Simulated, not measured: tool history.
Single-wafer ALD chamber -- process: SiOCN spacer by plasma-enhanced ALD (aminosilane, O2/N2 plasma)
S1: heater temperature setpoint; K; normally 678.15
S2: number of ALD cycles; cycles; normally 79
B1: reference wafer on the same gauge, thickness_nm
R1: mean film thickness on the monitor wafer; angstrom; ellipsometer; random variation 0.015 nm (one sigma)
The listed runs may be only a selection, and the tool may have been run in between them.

run 1 hour=0 | S1=678.15 S2=69 | B1=4.9 | R1=44.45
run 2 hour=51.9 | S1=678.15 S2=73 | B1=4.906 | R1=46.92
run 3 hour=105.9 | S1=678.15 S2=73 | B1=4.91 | R1=46.77
run 4 hour=132.2 | S1=678.15 S2=79 | B1=4.913 | R1=50.86
run 5 hour=193.8 | S1=678.15 S2=79 | B1=4.907 | R1=50.93
run 6 hour=259.1 | S1=678.15 S2=79 | B1=4.908 | R1=51.2
run 7 hour=302.2 | S1=678.15 S2=79 | B1=4.907 | R1=51.13
run 8 hour=365.7 | S1=678.15 S2=79 | B1=4.919 | R1=51.28
run 9 hour=425.5 | S1=678.15 S2=91 | B1=4.906 | R1=58.91
run 10 hour=450.4 | S1=678.15 S2=91 | B1=4.911 | R1=58.73
run 11 hour=510.3 | S1=678.15 S2=79 | B1=4.912 | R1=50.95
run 12 hour=574.7 | S1=678.15 S2=79 | B1=4.904 | R1=51.19
run 13 hour=637.6 | S1=678.15 S2=79 | B1=4.905 | R1=51.09
run 14 hour=696.5 | S1=678.15 S2=75 | B1=4.909 | R1=48.61
run 15 hour=745 | S1=678.15 S2=75 | B1=4.909 | R1=48.86
run 16 hour=796.3 | S1=686.15 S2=79 | B1=4.912 | R1=49.91
run 17 hour=833.8 | S1=682.15 S2=79 | B1=4.909 | R1=50.94
run 18 hour=885 | S1=682.15 S2=79 | B1=4.914 | R1=50.31
run 19 hour=948.5 | S1=682.15 S2=79 | B1=4.914 | R1=50.73
run 20 hour=1014.3 | S1=678.15 S2=79 | B1=4.905 | R1=50.97
-- hour=1068.8 gauge calibrated
run 21 hour=1070 | S1=673.15 S2=73 | B1=4.913 | R1=47.26
run 22 hour=1106.9 | S1=669.15 S2=68 | B1=4.915 | R1=43.97
run 23 hour=1139.1 | S1=682.15 S2=79 | B1=4.911 | R1=50.63
run 24 hour=1205.5 | S1=665.15 S2=69 | B1=4.912 | R1=44.81
run 25 hour=1259.2 | S1=689.15 S2=79 | B1=4.901 | R1=49.76
-- hour=1310.3 thermocouple changed; heater temperature recalibrated
run 26 hour=1390.6 | S1=682.15 S2=92 | B1=4.917 | R1=57.99
run 27 hour=1448.1 | S1=678.15 S2=79 | B1=4.912 | R1=50.31
run 28 hour=1483.6 | S1=678.15 S2=88 | B1=4.908 | R1=56.14
run 29 hour=1540.1 | S1=678.15 S2=79 | B1=4.912 | R1=50.63
run 30 hour=1598 | S1=688.15 S2=84 | B1=4.913 | R1=52.22
run 31 hour=1658.1 | S1=678.15 S2=79 | B1=4.909 | R1=50.68
run 32 hour=1690.3 | S1=678.15 S2=79 | B1=4.909 | R1=50.94
run 33 hour=1748.4 | S1=664.15 S2=92 | B1=4.908 | R1=59.52
run 34 hour=1788.4 | S1=689.15 S2=73 | B1=4.911 | R1=45.08
run 35 hour=1829.5 | S1=678.15 S2=79 | B1=4.912 | R1=50.59
run 36 hour=1867.2 | S1=678.15 S2=79 | B1=4.908 | R1=50.69
run 37 hour=1920.1 | S1=666.15 S2=79 | B1=4.917 | R1=50.89
run 38 hour=1946.6 | S1=685.15 S2=74 | B1=4.91 | R1=46.59
run 39 hour=2007.3 | S1=667.15 S2=79 | B1=4.903 | R1=51.24
run 40 hour=2042.3 | S1=684.15 S2=79 | B1=4.908 | R1=50.16
run 41 hour=2089.7 | S1=684.15 S2=69 | B1=4.91 | R1=43.9
run 42 hour=2119.5 | S1=678.15 S2=79 | B1=4.919 | R1=50.9

For each run, what was the tool's unlogged condition?
gauge reads high (%): 0 on each run
H1: wafer temperature above the value expected at the setpoint (K)
run=1 H1=-3.11
run=2 H1=-3.39
run=3 H1=-3.67
run=4 H1=-3.79
run=5 H1=-4.06
run=6 H1=-4.32
run=7 H1=-4.48
run=8 H1=-4.69
run=9 H1=-4.87
run=10 H1=-4.94
run=11 H1=-5.1
run=12 H1=-5.26
run=13 H1=-5.39
run=14 H1=-5.51
run=15 H1=-5.6
run=16 H1=-5.68
run=17 H1=-5.74
run=18 H1=-5.81
run=19 H1=-5.9
run=20 H1=-5.98
run=21 H1=-6.04
run=22 H1=-6.07
run=23 H1=-6.1
run=24 H1=-6.16
run=25 H1=-6.21
run=26 H1=0.238
run=27 H1=-0.251
run=28 H1=-0.531
run=29 H1=-0.945
run=30 H1=-1.33
run=31 H1=-1.7
run=32 H1=-1.88
run=33 H1=-2.18
run=34 H1=-2.38
run=35 H1=-2.57
run=36 H1=-2.73
run=37 H1=-2.94
run=38 H1=-3.04
run=39 H1=-3.25
run=40 H1=-3.36
run=41 H1=-3.5
run=42 H1=-3.59
